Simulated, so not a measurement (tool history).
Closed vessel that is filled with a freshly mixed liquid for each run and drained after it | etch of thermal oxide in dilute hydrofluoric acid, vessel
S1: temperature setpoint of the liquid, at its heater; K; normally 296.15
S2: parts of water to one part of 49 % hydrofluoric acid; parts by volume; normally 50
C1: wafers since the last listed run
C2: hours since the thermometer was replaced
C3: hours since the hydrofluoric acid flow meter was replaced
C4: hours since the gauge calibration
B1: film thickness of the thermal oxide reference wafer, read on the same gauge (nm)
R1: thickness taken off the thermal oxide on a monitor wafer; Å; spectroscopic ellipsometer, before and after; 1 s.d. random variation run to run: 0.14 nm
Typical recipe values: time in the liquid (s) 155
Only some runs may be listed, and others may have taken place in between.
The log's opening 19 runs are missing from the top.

run 20 hour=1435.9 | S1=296.15 S2=50 time_in_the_liquid_(s)=155 | C1=11543 C2=3041.1 C3=346.8 C4=349.0 | B1=140.00 | R1=177.6
run 21 hour=1483.8 | S1=291.65 S2=30 time_in_the_liquid_(s)=155 | C1=5568 C2=3089.0 C3=394.7 C4=396.9 | B1=140.01 | R1=253.0
-- hour=1486.6 thermometer replaced
run 22 hour=1552.8 | S1=300.15 S2=70 time_in_the_liquid_(s)=155 | C1=7905 C2=66.2 C3=463.7 C4=465.9 | B1=140.01 | R1=135.4
run 23 hour=1867.8 | S1=293.15 S2=30 time_in_the_liquid_(s)=185 | C1=36619 C2=381.2 C3=778.7 C4=780.9 | B1=140.00 | R1=301.7
run 24 hour=1936.2 | S1=292.65 S2=40 time_in_the_liquid_(s)=125 | C1=7951 C2=449.6 C3=847.1 C4=849.3 | B1=140.02 | R1=147.3
run 25 hour=2009.6 | S1=297.65 S2=50 time_in_the_liquid_(s)=195 | C1=8533 C2=523.0 C3=920.5 C4=922.7 | B1=140.01 | R1=220.8
run 26 hour=2094.8 | S1=296.15 S2=50 time_in_the_liquid_(s)=155 | C1=9904 C2=608.2 C3=1005.7 C4=1007.9 | B1=140.00 | R1=166.8
run 27 hour=2142.6 | S1=293.15 S2=50 time_in_the_liquid_(s)=155 | C1=5556 C2=656.0 C3=1053.5 C4=1055.7 | B1=140.02 | R1=146.7
run 28 hour=2218.1 | S1=296.15 S2=50 time_in_the_liquid_(s)=60 | C1=8777 C2=731.5 C3=1129.0 C4=1131.2 | B1=139.99 | R1=64.5
run 29 hour=2278.8 | S1=296.15 S2=35 time_in_the_liquid_(s)=185 | C1=7056 C2=792.2 C3=1189.7 C4=1191.9 | B1=140.01 | R1=287.4
run 30 hour=2373.6 | S1=296.15 S2=50 time_in_the_liquid_(s)=155 | C1=11020 C2=887.0 C3=1284.5 C4=1286.7 | B1=139.99 | R1=168.1
run 31 hour=2458.4 | S1=293.15 S2=50 time_in_the_liquid_(s)=155 | C1=9858 C2=971.8 C3=1369.3 C4=1371.5 | B1=139.99 | R1=149.0
run 32 hour=2541.8 | S1=296.15 S2=25 time_in_the_liquid_(s)=75 | C1=9695 C2=1055.2 C3=1452.7 C4=1454.9 | B1=139.99 | R1=166.9
run 33 hour=2613.3 | S1=296.15 S2=50 time_in_the_liquid_(s)=155 | C1=8312 C2=1126.7 C3=1524.2 C4=1526.4 | B1=140.06 | R1=169.5
run 34 hour=2698.3 | S1=298.65 S2=50 time_in_the_liquid_(s)=100 | C1=9881 C2=1211.7 C3=1609.2 C4=1611.4 | B1=140.01 | R1=123.0

Branching from run 34: 4 alternative next runs. What would each branch give?
run A hour=2699.0 | S1=296.15 S2=50 time_in_the_liquid_(s)=155 | C1=81 C2=1212.4 C3=1609.9 C4=1612.1 | B1=? | R1=?
run B hour=2699.0 | S1=291.15 S2=50 time_in_the_liquid_(s)=155 | C1=81 C2=1212.4 C3=1609.9 C4=1612.1 | B1=? | R1=?
run C hour=2699.0 | S1=293.15 S2=30 time_in_the_liquid_(s)=220 | C1=81 C2=1212.4 C3=1609.9 C4=1612.1 | B1=? | R1=?
run D hour=2699.0 | S1=300.15 S2=50 time_in_the_liquid_(s)=65 | C1=81 C2=1212.4 C3=1609.9 C4=1612.1 | B1=? | R1=?

run=A B1=139.98 R1=167.8
run=B B1=139.98 R1=136.0
run=C B1=139.98 R1=359.0
run=D B1=139.98 R1=82.8
Without the tool's hidden state the same runs would have given:
run=A R1=162.5
run=B R1=131.6
run=C R1=347.3
run=D R1=80.3
